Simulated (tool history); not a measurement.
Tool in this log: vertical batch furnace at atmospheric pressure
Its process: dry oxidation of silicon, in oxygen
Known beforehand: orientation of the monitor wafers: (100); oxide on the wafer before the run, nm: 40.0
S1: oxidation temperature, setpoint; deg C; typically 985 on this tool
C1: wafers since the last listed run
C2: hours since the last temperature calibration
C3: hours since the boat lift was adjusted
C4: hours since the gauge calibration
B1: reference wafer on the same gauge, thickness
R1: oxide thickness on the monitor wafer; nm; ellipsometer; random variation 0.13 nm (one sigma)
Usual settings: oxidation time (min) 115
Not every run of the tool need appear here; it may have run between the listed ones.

run 1 hour=0 | S1=985 oxidation_time_(min)=115 | C1=0 C2=1107.7 C3=4206.2 C4=344.5 | B1=90.21 | R1=88.83
run 2 hour=30.8 | S1=985 oxidation_time_(min)=115 | C1=380 C2=1138.5 C3=4237 C4=375.3 | B1=90.21 | R1=88.49
run 3 hour=44.9 | S1=985 oxidation_time_(min)=115 | C1=174 C2=1152.6 C3=4251.1 C4=389.4 | B1=90.22 | R1=88.68
run 4 hour=72.1 | S1=985 oxidation_time_(min)=77 | C1=336 C2=1179.8 C3=4278.3 C4=416.6 | B1=90.17 | R1=73.68
run 5 hour=89.5 | S1=985 oxidation_time_(min)=77 | C1=214 C2=1197.2 C3=4295.7 C4=434 | B1=90.2 | R1=73.65
run 6 hour=121.2 | S1=985 oxidation_time_(min)=115 | C1=391 C2=1228.9 C3=4327.4 C4=465.7 | B1=90.17 | R1=89
run 7 hour=155.6 | S1=985 oxidation_time_(min)=115 | C1=424 C2=1263.3 C3=4361.8 C4=500.1 | B1=90.24 | R1=88.6
run 8 hour=181.6 | S1=997 oxidation_time_(min)=115 | C1=321 C2=1289.3 C3=4387.8 C4=526.1 | B1=90.22 | R1=95.52
run 9 hour=208.6 | S1=997 oxidation_time_(min)=115 | C1=333 C2=1316.3 C3=4414.8 C4=553.1 | B1=90.24 | R1=95.62
run 10 hour=242.9 | S1=985 oxidation_time_(min)=115 | C1=423 C2=1350.6 C3=4449.1 C4=587.4 | B1=90.2 | R1=88.75
run 11 hour=258.9 | S1=985 oxidation_time_(min)=115 | C1=197 C2=1366.6 C3=4465.1 C4=603.4 | B1=90.19 | R1=88.78
run 12 hour=288.9 | S1=985 oxidation_time_(min)=115 | C1=370 C2=1396.6 C3=4495.1 C4=633.4 | B1=90.18 | R1=88.81
run 13 hour=371.1 | S1=985 oxidation_time_(min)=115 | C1=1015 C2=1478.8 C3=4577.3 C4=715.6 | B1=90.21 | R1=89.01
run 14 hour=438.3 | S1=985 oxidation_time_(min)=115 | C1=830 C2=1546 C3=4644.5 C4=782.8 | B1=90.17 | R1=88.72
run 15 hour=457.6 | S1=985 oxidation_time_(min)=115 | C1=238 C2=1565.3 C3=4663.8 C4=802.1 | B1=90.21 | R1=88.83
-- hour=495.9 thermocouples replaced and temperature profile calibrated
run 16 hour=496.4 | S1=985 oxidation_time_(min)=115 | C1=182 C2=0.5 C3=4702.6 C4=840.9 | B1=90.21 | R1=86.09
run 17 hour=503 | S1=985 oxidation_time_(min)=115 | C1=81 C2=7.1 C3=4709.2 C4=847.5 | B1=90.19 | R1=85.95
run 18 hour=514.3 | S1=985 oxidation_time_(min)=115 | C1=139 C2=18.4 C3=4720.5 C4=858.8 | B1=90.25 | R1=86.11
-- hour=543.6 boat lift adjusted
run 19 hour=569.7 | S1=985 oxidation_time_(min)=115 | C1=387 C2=73.8 C3=26.1 C4=914.2 | B1=90.18 | R1=86.49
run 20 hour=599.4 | S1=973 oxidation_time_(min)=115 | C1=366 C2=103.5 C3=55.8 C4=943.9 | B1=90.24 | R1=81.67
run 21 hour=615.6 | S1=969 oxidation_time_(min)=115 | C1=200 C2=119.7 C3=72 C4=960.1 | B1=90.21 | R1=80.2
run 22 hour=643.7 | S1=966 oxidation_time_(min)=115 | C1=347 C2=147.8 C3=100.1 C4=988.2 | B1=90.17 | R1=79.03
run 23 hour=667.5 | S1=976 oxidation_time_(min)=100 | C1=294 C2=171.6 C3=123.9 C4=1012 | B1=90.18 | R1=77.76
run 24 hour=694 | S1=1005 oxidation_time_(min)=92 | C1=327 C2=198.1 C3=150.4 C4=1038.5 | B1=90.19 | R1=87.52
-- hour=713.4 gauge calibrated
run 25 hour=717.8 | S1=974 oxidation_time_(min)=163.5 | C1=294 C2=221.9 C3=174.2 C4=4.4 | B1=90.21 | R1=97.39
run 26 hour=750.9 | S1=985 oxidation_time_(min)=164 | C1=408 C2=255 C3=207.3 C4=37.5 | B1=90.21 | R1=104.06
run 27 hour=793.8 | S1=985 oxidation_time_(min)=115 | C1=529 C2=297.9 C3=250.2 C4=80.4 | B1=90.2 | R1=87.07
run 28 hour=813.3 | S1=977 oxidation_time_(min)=62 | C1=240 C2=317.4 C3=269.7 C4=99.9 | B1=90.25 | R1=64.64
run 29 hour=838.9 | S1=997 oxidation_time_(min)=157 | C1=316 C2=343 C3=295.3 C4=125.5 | B1=90.18 | R1=110.21
run 30 hour=864.4 | S1=985 oxidation_time_(min)=115 | C1=315 C2=368.5 C3=320.8 C4=151 | B1=90.22 | R1=87.15
run 31 hour=897.3 | S1=1004 oxidation_time_(min)=69.5 | C1=406 C2=401.4 C3=353.7 C4=183.9 | B1=90.2 | R1=77.31
run 32 hour=931.8 | S1=975 oxidation_time_(min)=159 | C1=426 C2=435.9 C3=388.2 C4=218.4 | B1=90.19 | R1=97.23
run 33 hour=950.3 | S1=999 oxidation_time_(min)=115 | C1=228 C2=454.4 C3=406.7 C4=236.9 | B1=90.2 | R1=95.25
run 34 hour=982.2 | S1=963 oxidation_time_(min)=88 | C1=394 C2=486.3 C3=438.6 C4=268.8 | B1=90.21 | R1=70.32
run 35 hour=996.1 | S1=1000 oxidation_time_(min)=171.5 | C1=171 C2=500.2 C3=452.5 C4=282.7 | B1=90.22 | R1=118.35
run 36 hour=1014.9 | S1=985 oxidation_time_(min)=162.5 | C1=232 C2=519 C3=471.3 C4=301.5 | B1=90.19 | R1=104.16
run 37 hour=1048.3 | S1=985 oxidation_time_(min)=115 | C1=412 C2=552.4 C3=504.7 C4=334.9 | B1=90.21 | R1=87.65

Predict each of these 3 candidate next runs independently; none follows another, all start after run 37:
run A hour=1055 | S1=985 oxidation_time_(min)=115 | C1=82 C2=559.1 C3=511.4 C4=341.6 | B1=? | R1=?
run B hour=1055 | S1=966 oxidation_time_(min)=159.5 | C1=82 C2=559.1 C3=511.4 C4=341.6 | B1=? | R1=?
run C hour=1055 | S1=985 oxidation_time_(min)=149.5 | C1=82 C2=559.1 C3=511.4 C4=341.6 | B1=? | R1=?

run=A B1=90.22 R1=87.45
run=B B1=90.22 R1=93.3
run=C B1=90.22 R1=99.78
Had the tool no hidden state, the same runs would have come out as:
run=A R1=85.86
run=B R1=91.75
run=C R1=97.84

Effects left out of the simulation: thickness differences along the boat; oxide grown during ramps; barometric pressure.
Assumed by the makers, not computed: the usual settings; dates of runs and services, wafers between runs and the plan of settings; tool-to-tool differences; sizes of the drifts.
